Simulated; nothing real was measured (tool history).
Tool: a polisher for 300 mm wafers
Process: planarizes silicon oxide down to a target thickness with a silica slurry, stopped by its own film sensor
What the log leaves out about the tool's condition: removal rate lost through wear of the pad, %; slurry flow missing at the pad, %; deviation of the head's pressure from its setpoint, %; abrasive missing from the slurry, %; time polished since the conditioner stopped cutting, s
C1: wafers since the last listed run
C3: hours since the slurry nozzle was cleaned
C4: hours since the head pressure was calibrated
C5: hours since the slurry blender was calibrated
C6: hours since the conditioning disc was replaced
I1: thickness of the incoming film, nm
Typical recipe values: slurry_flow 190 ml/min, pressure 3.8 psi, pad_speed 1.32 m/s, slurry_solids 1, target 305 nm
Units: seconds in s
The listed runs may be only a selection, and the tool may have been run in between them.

{"run": 1, "day": 0.0, "slurry_flow": 190, "pressure": 3.8, "pad_speed": 1.32, "slurry_solids": 1, "target": 305, "C1": 0, "wafers polished on this pad": 1007, "C3": 402.4, "C4": 1125.3, "C5": 204.7, "C6": 391.9, "I1": 544.9, "seconds": 81.9}
{"day": 0.817, "done": "worn pad replaced by a new one"}
{"run": 2, "day": 0.838, "slurry_flow": 190, "pressure": 3.8, "pad_speed": 1.32, "slurry_solids": 1, "target": 305, "C1": 129, "wafers polished on this pad": 3, "C3": 422.5, "C4": 1145.4, "C5": 224.8, "C6": 412, "I1": 553.3, "seconds": 86.1}
{"run": 3, "day": 1.171, "slurry_flow": 190, "pressure": 3.8, "pad_speed": 1.32, "slurry_solids": 1, "target": 305, "C1": 64, "wafers polished on this pad": 67, "C3": 430.5, "C4": 1153.4, "C5": 232.8, "C6": 420, "I1": 550.9, "seconds": 83.3}
{"run": 4, "day": 1.708, "slurry_flow": 190, "pressure": 3.8, "pad_speed": 1.32, "slurry_solids": 1, "target": 275, "C1": 103, "wafers polished on this pad": 171, "C3": 443.4, "C4": 1166.3, "C5": 245.7, "C6": 432.9, "I1": 557.7, "seconds": 99.7}
{"run": 5, "day": 2.421, "slurry_flow": 190, "pressure": 3.8, "pad_speed": 1.32, "slurry_solids": 1, "target": 275, "C1": 137, "wafers polished on this pad": 309, "C3": 460.5, "C4": 1183.4, "C5": 262.8, "C6": 450, "I1": 555.3, "seconds": 97.9}
{"run": 6, "day": 3.146, "slurry_flow": 190, "pressure": 3.8, "pad_speed": 1.32, "slurry_solids": 1, "target": 275, "C1": 139, "wafers polished on this pad": 449, "C3": 477.9, "C4": 1200.8, "C5": 280.2, "C6": 467.4, "I1": 553.9, "seconds": 93.3}
{"run": 7, "day": 3.742, "slurry_flow": 190, "pressure": 3.8, "pad_speed": 1.32, "slurry_solids": 1, "target": 305, "C1": 114, "wafers polished on this pad": 564, "C3": 492.2, "C4": 1215.1, "C5": 294.5, "C6": 481.7, "I1": 540.6, "seconds": 81.6}
{"run": 8, "day": 4.371, "slurry_flow": 190, "pressure": 3.8, "pad_speed": 1.32, "slurry_solids": 1, "target": 305, "C1": 121, "wafers polished on this pad": 685, "C3": 507.3, "C4": 1230.2, "C5": 309.6, "C6": 496.8, "I1": 547.1, "seconds": 82.7}
{"day": 4.733, "done": "slurry blender recalibrated"}
{"run": 9, "day": 4.971, "slurry_flow": 190, "pressure": 4.1, "pad_speed": 1.32, "slurry_solids": 1, "target": 305, "C1": 99, "wafers polished on this pad": 785, "C3": 521.7, "C4": 1244.6, "C5": 5.7, "C6": 511.2, "I1": 548.1, "seconds": 79.8}
{"day": 5.112, "done": "conditioning disc replaced and pad reconditioned"}
{"run": 10, "day": 5.338, "slurry_flow": 190, "pressure": 3.8, "pad_speed": 1.32, "slurry_solids": 1, "target": 305, "C1": 54, "wafers polished on this pad": 839, "C3": 530.5, "C4": 1253.4, "C5": 14.5, "C6": 5.4, "I1": 555.7, "seconds": 87.3}
{"run": 11, "day": 5.896, "slurry_flow": 190, "pressure": 3.8, "pad_speed": 1.32, "slurry_solids": 1, "target": 305, "C1": 107, "wafers polished on this pad": 947, "C3": 543.9, "C4": 1266.8, "C5": 27.9, "C6": 18.8, "I1": 548.1, "seconds": 82.9}
{"day": 6.217, "done": "worn pad replaced by a new one"}
{"day": 6.321, "done": "slurry nozzle cleaned"}
{"day": 6.508, "done": "head pressure recalibrated"}
{"run": 12, "day": 6.554, "slurry_flow": 190, "pressure": 3.8, "pad_speed": 0.86, "slurry_solids": 1, "target": 305, "C1": 70, "wafers polished on this pad": 41, "C3": 5.6, "C4": 1.1, "C5": 43.7, "C6": 34.6, "I1": 546.1, "seconds": 115.1}
{"run": 13, "day": 7.121, "slurry_flow": 190, "pressure": 4.7, "pad_speed": 1.32, "slurry_solids": 1, "target": 305, "C1": 109, "wafers polished on this pad": 150, "C3": 19.2, "C4": 14.7, "C5": 57.3, "C6": 48.2, "I1": 547.5, "seconds": 67.5}
{"run": 14, "day": 7.779, "slurry_flow": 190, "pressure": 3.8, "pad_speed": 1.32, "slurry_solids": 1, "target": 305, "C1": 127, "wafers polished on this pad": 277, "C3": 35, "C4": 30.5, "C5": 73.1, "C6": 64, "I1": 541.1, "seconds": 78.2}
{"run": 15, "day": 8.096, "slurry_flow": 190, "pressure": 3.8, "pad_speed": 1.56, "slurry_solids": 1.1, "target": 305, "C1": 61, "wafers polished on this pad": 338, "C3": 42.6, "C4": 38.1, "C5": 80.7, "C6": 71.6, "I1": 554.8, "seconds": 71.5}
{"run": 16, "day": 8.708, "slurry_flow": 190, "pressure": 3.8, "pad_speed": 1.32, "slurry_solids": 1, "target": 345, "C1": 118, "wafers polished on this pad": 456, "C3": 57.3, "C4": 52.8, "C5": 95.4, "C6": 86.3, "I1": 557.2, "seconds": 74.7}
{"run": 17, "day": 9.192, "slurry_flow": 190, "pressure": 3.8, "pad_speed": 0.96, "slurry_solids": 1, "target": 390, "C1": 93, "wafers polished on this pad": 549, "C3": 68.9, "C4": 64.4, "C5": 107, "C6": 97.9, "I1": 546.9, "seconds": 73}
{"run": 18, "day": 9.692, "slurry_flow": 190, "pressure": 3.8, "pad_speed": 1.32, "slurry_solids": 1, "target": 305, "C1": 96, "wafers polished on this pad": 646, "C3": 80.9, "C4": 76.4, "C5": 119, "C6": 109.9, "I1": 551.4, "seconds": 85.6}
{"run": 19, "day": 10.158, "slurry_flow": 190, "pressure": 3.8, "pad_speed": 1.32, "slurry_solids": 1, "target": 373, "C1": 90, "wafers polished on this pad": 736, "C3": 92.1, "C4": 87.6, "C5": 130.2, "C6": 121.1, "I1": 559.3, "seconds": 64.2}

4 ways to go on from here, each from the tool as it stands after run 19. What would each give?
{"run": "A", "day": 10.175, "slurry_flow": 190, "pressure": 3.8, "pad_speed": 1.32, "slurry_solids": 1, "target": 305, "C1": 3, "wafers polished on this pad": 739, "C3": 92.5, "C4": 88, "C5": 130.6, "C6": 121.5, "I1": 541.6, "seconds": "?"}
{"run": "B", "day": 10.175, "slurry_flow": 245, "pressure": 4.4, "pad_speed": 1.16, "slurry_solids": 1, "target": 305, "C1": 3, "wafers polished on this pad": 739, "C3": 92.5, "C4": 88, "C5": 130.6, "C6": 121.5, "I1": 541.6, "seconds": "?"}
{"run": "C", "day": 10.175, "slurry_flow": 155, "pressure": 4.9, "pad_speed": 1.32, "slurry_solids": 0.85, "target": 270, "C1": 3, "wafers polished on this pad": 739, "C3": 92.5, "C4": 88, "C5": 130.6, "C6": 121.5, "I1": 541.6, "seconds": "?"}
{"run": "D", "day": 10.175, "slurry_flow": 225, "pressure": 2.6, "pad_speed": 1.72, "slurry_solids": 1, "target": 227, "C1": 3, "wafers polished on this pad": 739, "C3": 92.5, "C4": 88, "C5": 130.6, "C6": 121.5, "I1": 541.6, "seconds": "?"}

run=A seconds=80.1
run=B seconds=75.4
run=C seconds=86.2
run=D seconds=118.9
The same runs, with their run-to-run variation unchanged, on a tool lacking any hidden condition would have given:
run=A seconds=80.1
run=B seconds=75.4
run=C seconds=86.2
run=D seconds=118.9
